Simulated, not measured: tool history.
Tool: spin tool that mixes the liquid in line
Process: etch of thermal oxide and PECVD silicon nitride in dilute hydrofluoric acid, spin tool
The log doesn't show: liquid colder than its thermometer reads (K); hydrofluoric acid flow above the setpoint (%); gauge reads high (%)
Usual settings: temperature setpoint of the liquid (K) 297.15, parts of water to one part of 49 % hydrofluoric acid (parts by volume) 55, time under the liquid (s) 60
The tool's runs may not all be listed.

run,hour,temperature setpoint of the liquid (K),parts of water to one part of 49 % hydrofluoric acid (parts by volume),time under the liquid (s),wafers since the last listed run,hours since the thermometer was replaced,hours since the hydrofluoric acid flow meter was replaced,hours since the gauge calibration,"read-back film thickness of the thermal oxide reference wafer, read on the same gauge (nm)","read-back film thickness of the PECVD silicon nitride reference wafer, read on the same gauge (nm)",thickness taken off the thermal oxide on a monitor wafer (angstrom),thickness taken off the PECVD silicon nitride on a monitor wafer (angstrom)
1,0,297.15,40,60,0,436.1,1180.2,47,140.04,40.015,87.8,37.05
2,13.7,297.15,40,60,203,449.8,1193.9,60.7,139.99,40.022,87.2,37.57
3,29.1,297.15,65,60,228,465.2,1209.3,76.1,140.01,39.978,52.9,23.49
4,37.7,297.15,65,60,127,473.8,1217.9,84.7,139.96,39.986,52.4,24
5,50,297.15,55,75,182,486.1,1230.2,97,139.95,40.001,78.8,34.98
6,59.4,297.15,55,75,139,495.5,1239.6,106.4,139.95,40.004,78.6,34.6
# hour 73.9: hydrofluoric acid flow meter replaced
7,76.2,297.15,55,75,234,512.3,2.3,123.2,139.99,40.014,70.8,31.72

Run 8 comes next. What will it give?
# hour 87: thermometer replaced
8,87.3,297.15,65,70,149,0.3,13.4,134.3,?,?,?,?

Run 8 gave read-back film thickness of the thermal oxide reference wafer, read on the same gauge (nm) 139.95, read-back film thickness of the PECVD silicon nitride reference wafer, read on the same gauge (nm) 40.035, thickness taken off the thermal oxide on a monitor wafer (angstrom) 54.6, thickness taken off the PECVD silicon nitride on a monitor wafer (angstrom) 24.98.
Without the tool's hidden state the same run would have given thickness taken off the thermal oxide on a monitor wafer (angstrom) 53.3, thickness taken off the PECVD silicon nitride on a monitor wafer (angstrom) 24.42.
